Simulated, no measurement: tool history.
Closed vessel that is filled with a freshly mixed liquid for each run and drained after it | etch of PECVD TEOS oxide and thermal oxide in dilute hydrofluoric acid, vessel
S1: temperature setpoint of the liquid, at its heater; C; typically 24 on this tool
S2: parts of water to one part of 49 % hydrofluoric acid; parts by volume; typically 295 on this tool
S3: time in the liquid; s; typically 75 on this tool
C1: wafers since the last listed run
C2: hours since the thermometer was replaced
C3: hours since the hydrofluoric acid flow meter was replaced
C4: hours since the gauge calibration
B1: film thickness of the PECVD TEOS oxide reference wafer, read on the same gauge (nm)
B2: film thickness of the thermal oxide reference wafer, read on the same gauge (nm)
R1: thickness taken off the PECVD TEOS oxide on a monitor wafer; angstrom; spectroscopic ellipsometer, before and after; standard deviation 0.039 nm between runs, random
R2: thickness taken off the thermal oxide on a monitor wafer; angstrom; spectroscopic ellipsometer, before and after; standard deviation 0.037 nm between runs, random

run 1 hour=0 | S1=24 S2=295 S3=75 | C1=0 C2=1583.1 C3=433.9 C4=2 | B1=90 B2=139.999 | R1=46.7 R2=9.08
run 2 hour=12.3 | S1=21 S2=295 S3=75 | C1=1159 C2=1595.4 C3=446.2 C4=14.3 | B1=90.04 B2=140.018 | R1=42.4 R2=8.08
run 3 hour=19.9 | S1=24 S2=295 S3=75 | C1=716 C2=1603 C3=453.8 C4=21.9 | B1=90 B2=139.977 | R1=46.1 R2=9.19
run 4 hour=31.6 | S1=24 S2=295 S3=100 | C1=1103 C2=1614.7 C3=465.5 C4=33.6 | B1=90.01 B2=139.963 | R1=61.2 R2=12.09
run 5 hour=65.8 | S1=24 S2=295 S3=100 | C1=3225 C2=1648.9 C3=499.7 C4=67.8 | B1=90.01 B2=140 | R1=60.6 R2=11.91
run 6 hour=76.6 | S1=24 S2=295 S3=100 | C1=1018 C2=1659.7 C3=510.5 C4=78.6 | B1=90.01 B2=140.007 | R1=60.2 R2=11.43
run 7 hour=91.1 | S1=20 S2=295 S3=75 | C1=1367 C2=1674.2 C3=525 C4=93.1 | B1=89.99 B2=139.985 | R1=39.7 R2=7.7
run 8 hour=100.6 | S1=24 S2=205 S3=105 | C1=895 C2=1683.7 C3=534.5 C4=102.6 | B1=89.99 B2=139.969 | R1=100.3 R2=18.96
-- hour=113.9 thermometer replaced
-- hour=116.6 hydrofluoric acid flow meter replaced
run 9 hour=117.1 | S1=24 S2=295 S3=75 | C1=1367 C2=3.2 C3=0.5 C4=119.1 | B1=90.02 B2=139.999 | R1=53 R2=9.95
run 10 hour=133.1 | S1=24 S2=295 S3=75 | C1=1508 C2=19.2 C3=16.5 C4=135.1 | B1=89.99 B2=139.991 | R1=52.9 R2=10.11
run 11 hour=140.4 | S1=24 S2=295 S3=75 | C1=688 C2=26.5 C3=23.8 C4=142.4 | B1=89.98 B2=139.982 | R1=52.5 R2=10.56
run 12 hour=154 | S1=24 S2=295 S3=75 | C1=1282 C2=40.1 C3=37.4 C4=156 | B1=89.96 B2=140.022 | R1=51.9 R2=9.73
-- hour=159.9 gauge calibrated
run 13 hour=171.3 | S1=21 S2=340 S3=30 | C1=1631 C2=57.4 C3=54.7 C4=11.4 | B1=90 B2=140.058 | R1=15.8 R2=2.97
run 14 hour=186.8 | S1=24 S2=295 S3=75 | C1=1461 C2=72.9 C3=70.2 C4=26.9 | B1=90.02 B2=140.005 | R1=51.6 R2=9.68
run 15 hour=195.2 | S1=24 S2=295 S3=75 | C1=792 C2=81.3 C3=78.6 C4=35.3 | B1=90.02 B2=139.93 | R1=51.8 R2=9.77
run 16 hour=205.1 | S1=20 S2=295 S3=40 | C1=933 C2=91.2 C3=88.5 C4=45.2 | B1=89.94 B2=140.007 | R1=24.1 R2=4.71
run 17 hour=221.1 | S1=24 S2=295 S3=75 | C1=1508 C2=107.2 C3=104.5 C4=61.2 | B1=89.96 B2=139.958 | R1=51.6 R2=9.89
run 18 hour=228.4 | S1=19.5 S2=160 S3=75 | C1=688 C2=114.5 C3=111.8 C4=68.5 | B1=90 B2=140.016 | R1=92 R2=18.24
run 19 hour=240.7 | S1=24 S2=295 S3=60 | C1=1159 C2=126.8 C3=124.1 C4=80.8 | B1=90.02 B2=140.006 | R1=40.8 R2=8.02
run 20 hour=248.8 | S1=24 S2=295 S3=45 | C1=763 C2=134.9 C3=132.2 C4=88.9 | B1=90.01 B2=140.064 | R1=30.2 R2=5.74
run 21 hour=263.8 | S1=24 S2=375 S3=75 | C1=1414 C2=149.9 C3=147.2 C4=103.9 | B1=90.03 B2=139.979 | R1=37.3 R2=6.97
run 22 hour=276 | S1=24 S2=295 S3=75 | C1=1150 C2=162.1 C3=159.4 C4=116.1 | B1=90.04 B2=139.967 | R1=50 R2=9.59
run 23 hour=282.6 | S1=21 S2=200 S3=105 | C1=622 C2=168.7 C3=166 C4=122.7 | B1=89.96 B2=139.995 | R1=102.1 R2=19.65
run 24 hour=292.1 | S1=19.5 S2=215 S3=75 | C1=895 C2=178.2 C3=175.5 C4=132.2 | B1=90 B2=139.956 | R1=62.8 R2=12.36

What was the tool's hidden state at every run in the log?
liquid colder than its thermometer reads (K): 0, the same for each run
gauge reads high (%): 0, the same for each run
H1: hydrofluoric acid flow below the setpoint (%)
run=1 H1=11.1
run=2 H1=11.4
run=3 H1=11.6
run=4 H1=11.8
run=5 H1=12.6
run=6 H1=12.8
run=7 H1=13.2
run=8 H1=13.4
run=9 H1=2.16
run=10 H1=2.52
run=11 H1=2.69
run=12 H1=2.99
run=13 H1=3.38
run=14 H1=3.73
run=15 H1=3.92
run=16 H1=4.15
run=17 H1=4.51
run=18 H1=4.68
run=19 H1=4.95
run=20 H1=5.14
run=21 H1=5.48
run=22 H1=5.75
run=23 H1=5.9
run=24 H1=6.12
